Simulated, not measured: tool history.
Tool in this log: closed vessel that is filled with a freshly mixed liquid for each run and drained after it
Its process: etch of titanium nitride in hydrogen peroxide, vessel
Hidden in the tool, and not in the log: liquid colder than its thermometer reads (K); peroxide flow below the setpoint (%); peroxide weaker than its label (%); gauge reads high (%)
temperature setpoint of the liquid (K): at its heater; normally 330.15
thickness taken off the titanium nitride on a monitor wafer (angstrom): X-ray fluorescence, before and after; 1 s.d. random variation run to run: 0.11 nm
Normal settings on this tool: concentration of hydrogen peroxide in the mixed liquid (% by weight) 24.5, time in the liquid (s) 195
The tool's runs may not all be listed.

run,day,temperature setpoint of the liquid (K),concentration of hydrogen peroxide in the mixed liquid (% by weight),time in the liquid (s),wafers since the last listed run,hours since the thermometer was replaced,hours since the peroxide flow meter was replaced,hours since the drum of peroxide was connected,hours since the gauge calibration,"read-back film thickness of the titanium nitride reference wafer, read on the same gauge (nm)",thickness taken off the titanium nitride on a monitor wafer (angstrom)
1,0.000,323.15,24.5,110,0,2114.5,776.4,320.6,357.1,149.99,57.7
# day 1.296: thermometer replaced
2,3.250,323.15,24.5,110,4718,46.9,854.4,398.6,435.1,150.01,57.0
3,4.692,330.15,18.5,195,2120,81.5,889.0,433.2,469.7,149.93,154.9
4,5.471,330.15,24.5,195,1145,100.2,907.7,451.9,488.4,149.98,167.7
5,6.838,330.15,24.5,195,2009,133.0,940.5,484.7,521.2,150.02,166.9
# day 7.262: new drum of peroxide connected
6,7.662,330.15,24.5,195,1152,152.8,960.3,9.6,541.0,149.99,167.1
7,8.250,330.15,24.5,195,864,166.9,974.4,23.7,555.1,150.00,165.6
8,8.846,330.15,24.5,195,876,181.2,988.7,38.0,569.4,149.97,167.0
9,10.075,330.15,24.5,195,1807,210.7,1018.2,67.5,598.9,150.01,166.9
# day 10.300: gauge calibrated
10,11.225,333.15,24.5,295,1691,238.3,1045.8,95.1,22.2,150.02,309.9
11,12.629,339.15,30.0,285,2065,272.0,1079.5,128.8,55.9,149.97,465.3
12,14.071,330.15,30.0,255,2120,306.6,1114.1,163.4,90.5,150.00,229.7
13,15.508,327.65,30.0,305,2114,341.1,1148.6,197.9,125.0,150.02,228.9
14,16.988,330.15,24.5,195,2175,376.6,1184.1,233.4,160.5,150.04,165.4
15,17.792,333.15,20.0,105,1182,395.9,1203.4,252.7,179.8,150.02,104.0
16,18.467,330.15,30.0,260,992,412.1,1219.6,268.9,196.0,150.02,230.8
17,20.029,330.15,24.5,85,2297,449.6,1257.1,306.4,233.5,150.03,71.9
# day 20.542: peroxide flow meter replaced
18,21.096,330.15,24.5,195,1507,475.2,13.3,332.0,259.1,150.02,169.8
19,21.729,330.15,29.5,195,931,490.4,28.5,347.2,274.3,150.02,177.9
20,22.575,339.15,20.5,105,1243,510.7,48.8,367.5,294.6,149.98,163.2
21,23.950,338.15,24.5,195,2022,543.7,81.8,400.5,327.6,150.00,292.7
22,25.025,325.65,19.0,85,1580,569.5,107.6,426.3,353.4,150.00,51.6
23,25.667,326.15,19.0,130,943,584.9,123.0,441.7,368.8,150.06,82.0
24,26.512,330.15,24.5,195,1243,605.2,143.3,462.0,389.1,150.01,170.7
25,27.225,330.15,24.5,195,1047,622.3,160.4,479.1,406.2,150.03,170.2
26,28.362,327.15,19.0,285,1672,649.6,187.7,506.4,433.5,150.02,190.0
27,29.296,330.15,24.5,195,1372,672.0,210.1,528.8,455.9,149.95,170.4
# day 29.533: new drum of peroxide connected
28,30.658,330.15,24.5,195,1942,704.7,242.8,27.0,488.6,150.00,167.5

Branching from run 28: 5 alternative next runs. What would each branch give?
A,30.688,330.15,24.5,195,42,705.4,243.5,27.7,489.3,?,?
B,30.688,327.15,18.5,100,42,705.4,243.5,27.7,489.3,?,?
C,30.688,330.15,24.5,235,42,705.4,243.5,27.7,489.3,?,?
D,30.688,339.15,24.5,195,42,705.4,243.5,27.7,489.3,?,?
E,30.688,337.65,24.5,135,42,705.4,243.5,27.7,489.3,?,?

run,"read-back film thickness of the titanium nitride reference wafer, read on the same gauge (nm)",thickness taken off the titanium nitride on a monitor wafer (angstrom)
A,150.02,168.5
B,150.02,66.0
C,150.02,203.0
D,150.02,308.9
E,150.02,193.7
Without the tool's unlogged condition, the same runs would have read:
run,thickness taken off the titanium nitride on a monitor wafer (angstrom)
A,170.9
B,66.9
C,205.9
D,313.3
E,196.5

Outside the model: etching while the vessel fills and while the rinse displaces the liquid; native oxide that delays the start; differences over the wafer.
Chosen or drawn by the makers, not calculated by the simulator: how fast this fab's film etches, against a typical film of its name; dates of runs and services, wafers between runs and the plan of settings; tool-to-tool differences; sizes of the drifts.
